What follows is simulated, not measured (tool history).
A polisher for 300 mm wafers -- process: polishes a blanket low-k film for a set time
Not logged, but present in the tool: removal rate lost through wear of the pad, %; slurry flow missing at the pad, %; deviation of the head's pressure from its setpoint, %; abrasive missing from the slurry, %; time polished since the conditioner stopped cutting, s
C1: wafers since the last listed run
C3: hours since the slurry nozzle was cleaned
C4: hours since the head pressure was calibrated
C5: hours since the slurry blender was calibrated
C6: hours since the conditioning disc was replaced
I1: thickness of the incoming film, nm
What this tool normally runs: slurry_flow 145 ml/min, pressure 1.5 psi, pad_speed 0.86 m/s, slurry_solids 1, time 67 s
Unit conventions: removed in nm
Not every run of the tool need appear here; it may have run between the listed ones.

Run 1, hour 0: usual settings; C1 0; wafers polished on this pad 1658; C3 409.8; C4 41.7; C5 77.5; C6 408.3; I1 763.2. Result: removed 22.1 nm.
Run 2, hour 99.1: usual settings; C1 1258; wafers polished on this pad 2917; C3 508.9; C4 140.8; C5 176.6; C6 507.4; I1 763.4. Result: removed 21.8 nm.
At hour 138.4: conditioning disc replaced and pad reconditioned.
At hour 288.2: slurry blender recalibrated.
At hour 294.1: worn pad replaced by a new one.
Run 3, hour 331.1: usual settings but pressure 1.2 psi; C1 2844; wafers polished on this pad 469; C3 740.9; C4 372.8; C5 42.9; C6 192.7; I1 779.4. Result: removed 18.8 nm.
Run 4, hour 387: usual settings but pressure 1.2 psi; C1 709; wafers polished on this pad 1179; C3 796.8; C4 428.7; C5 98.8; C6 248.6; I1 781.9. Result: removed 18.5 nm.
At hour 470.6: slurry nozzle cleaned.
Run 5, hour 485: usual settings but pad_speed 1.04 m/s; C1 1231; wafers polished on this pad 2411; C3 14.4; C4 526.7; C5 196.8; C6 346.6; I1 766.9. Result: removed 25.1 nm.
Run 6, hour 562.1: usual settings but pad_speed 1.04 m/s; C1 979; wafers polished on this pad 3390; C3 91.5; C4 603.8; C5 273.9; C6 423.7; I1 777.9. Result: removed 24.4 nm.
Run 7, hour 603.2: usual settings; C1 521; wafers polished on this pad 3912; C3 132.6; C4 644.9; C5 315; C6 464.8; I1 770.4. Result: removed 20.9 nm.
Run 8, hour 651.7: usual settings; C1 615; wafers polished on this pad 4528; C3 181.1; C4 693.4; C5 363.5; C6 513.3; I1 777.9. Result: removed 20.4 nm.
At hour 676.1: slurry blender recalibrated.
At hour 710.5: conditioning disc replaced and pad reconditioned.
At hour 721.6: worn pad replaced by a new one.
Run 9, hour 749: usual settings; C1 1134; wafers polished on this pad 347; C3 278.4; C4 790.7; C5 72.9; C6 38.5; I1 780.2. Result: removed 22 nm.
Run 10, hour 799.6: usual settings; C1 642; wafers polished on this pad 990; C3 329; C4 841.3; C5 123.5; C6 89.1; I1 767. Result: removed 21.9 nm.
Run 11, hour 850.5: usual settings; C1 646; wafers polished on this pad 1636; C3 379.9; C4 892.2; C5 174.4; C6 140; I1 764.7. Result: removed 21.4 nm.
Run 12, hour 929.4: usual settings but slurry_flow 110 ml/min, pressure 1.7 psi, pad_speed 0.62 m/s, time 45 s; C1 1002; wafers polished on this pad 2638; C3 458.8; C4 971.1; C5 253.3; C6 218.9; I1 758.1. Result: removed 11.4 nm.
Run 13, hour 1021: usual settings but slurry_flow 125 ml/min, pressure 1.7 psi; C1 1163; wafers polished on this pad 3802; C3 550.4; C4 1062.7; C5 344.9; C6 310.5; I1 765.8. Result: removed 22.1 nm.
At hour 1095.8: slurry blender recalibrated.
Run 14, hour 1102.2: usual settings but time 59 s; C1 1005; wafers polished on this pad 4807; C3 631.6; C4 1143.9; C5 6.4; C6 391.7; I1 756.9. Result: removed 20.1 nm.
At hour 1138.8: worn pad replaced by a new one.
At hour 1166.9: slurry nozzle cleaned.
Run 15, hour 1189.4: usual settings; C1 1043; wafers polished on this pad 629; C3 22.5; C4 1231.1; C5 93.6; C6 478.9; I1 768.1. Result: removed 21.7 nm.
At hour 1196.2: head pressure recalibrated.
Run 16, hour 1245.4: usual settings but slurry_flow 175 ml/min, slurry_solids 0.75; C1 685; wafers polished on this pad 1315; C3 78.5; C4 49.2; C5 149.6; C6 534.9; I1 781. Result: removed 19.8 nm.
Run 17, hour 1293.3: usual settings but slurry_flow 160 ml/min, pad_speed 0.7 m/s; C1 608; wafers polished on this pad 1923; C3 126.4; C4 97.1; C5 197.5; C6 582.8; I1 767.4. Result: removed 18.5 nm.
At hour 1305.5: conditioning disc replaced and pad reconditioned.
Run 18, hour 1349.9: usual settings but slurry_flow 110 ml/min, time 46 s; C1 693; wafers polished on this pad 2617; C3 183; C4 153.7; C5 254.1; C6 44.4; I1 778.4. Result: removed 13.5 nm.
Run 19, hour 1434.8: usual settings but slurry_flow 160 ml/min, slurry_solids 0.85; C1 1078; wafers polished on this pad 3695; C3 267.9; C4 238.6; C5 339; C6 129.3; I1 765.3. Result: removed 19.3 nm.
Run 20, hour 1497.4: usual settings; C1 795; wafers polished on this pad 4490; C3 330.5; C4 301.2; C5 401.6; C6 191.9; I1 759.5. Result: removed 19.7 nm.
At hour 1519.6: slurry blender recalibrated.
Run 21, hour 1549.4: usual settings but slurry_flow 130 ml/min, pressure 1.3 psi, pad_speed 1.12 m/s, time 52 s; C1 634; wafers polished on this pad 5125; C3 382.5; C4 353.2; C5 29.8; C6 243.9; I1 774.3. Result: removed 18.6 nm.
At hour 1571.2: worn pad replaced by a new one.
Run 22, hour 1595.1: usual settings but pad_speed 0.66 m/s, time 60 s; C1 529; wafers polished on this pad 303; C3 428.2; C4 398.9; C5 75.5; C6 289.6; I1 770.1. Result: removed 15.8 nm.
Run 23, hour 1672.5: usual settings; C1 982; wafers polished on this pad 1286; C3 505.6; C4 476.3; C5 152.9; C6 367; I1 768.2. Result: removed 21.4 nm.
Run 24, hour 1722.2: usual settings but slurry_flow 165 ml/min; C1 631; wafers polished on this pad 1917; C3 555.3; C4 526; C5 202.6; C6 416.7; I1 763.1. Result: removed 21.7 nm.
Run 25, hour 1773.1: usual settings but pad_speed 1.1 m/s, slurry_solids 1.15; C1 646; wafers polished on this pad 2563; C3 606.2; C4 576.9; C5 253.5; C6 467.6; I1 774.1. Result: removed 27.4 nm.
At hour 1834.4: slurry nozzle cleaned.
At hour 1840.1: conditioning disc replaced and pad reconditioned.
Run 26, hour 1840.6: usual settings but pressure 1.9 psi, slurry_solids 0.75; C1 819; wafers polished on this pad 3382; C3 6.2; C4 644.4; C5 321; C6 0.5; I1 769. Result: removed 22.2 nm.

Branching from run 26: 3 alternative next runs. What would each branch give?
Run A, hour 1841: usual settings; C1 5; wafers polished on this pad 3387; C3 6.6; C4 644.8; C5 321.4; C6 0.9; I1 767.4. Result: removed ?.
Run B, hour 1841: usual settings but pressure 1.2 psi, slurry_solids 1.1, time 55 s; C1 5; wafers polished on this pad 3387; C3 6.6; C4 644.8; C5 321.4; C6 0.9; I1 767.4. Result: removed ?.
Run C, hour 1841: usual settings but pad_speed 0.66 m/s; C1 5; wafers polished on this pad 3387; C3 6.6; C4 644.8; C5 321.4; C6 0.9; I1 767.4. Result: removed ?.

run  removed
  A     20.8
  B     14.9
  C     16.8
What these runs would have given with no unlogged condition in the tool:
run  removed
  A     22.9
  B     16.3
  C     18.5

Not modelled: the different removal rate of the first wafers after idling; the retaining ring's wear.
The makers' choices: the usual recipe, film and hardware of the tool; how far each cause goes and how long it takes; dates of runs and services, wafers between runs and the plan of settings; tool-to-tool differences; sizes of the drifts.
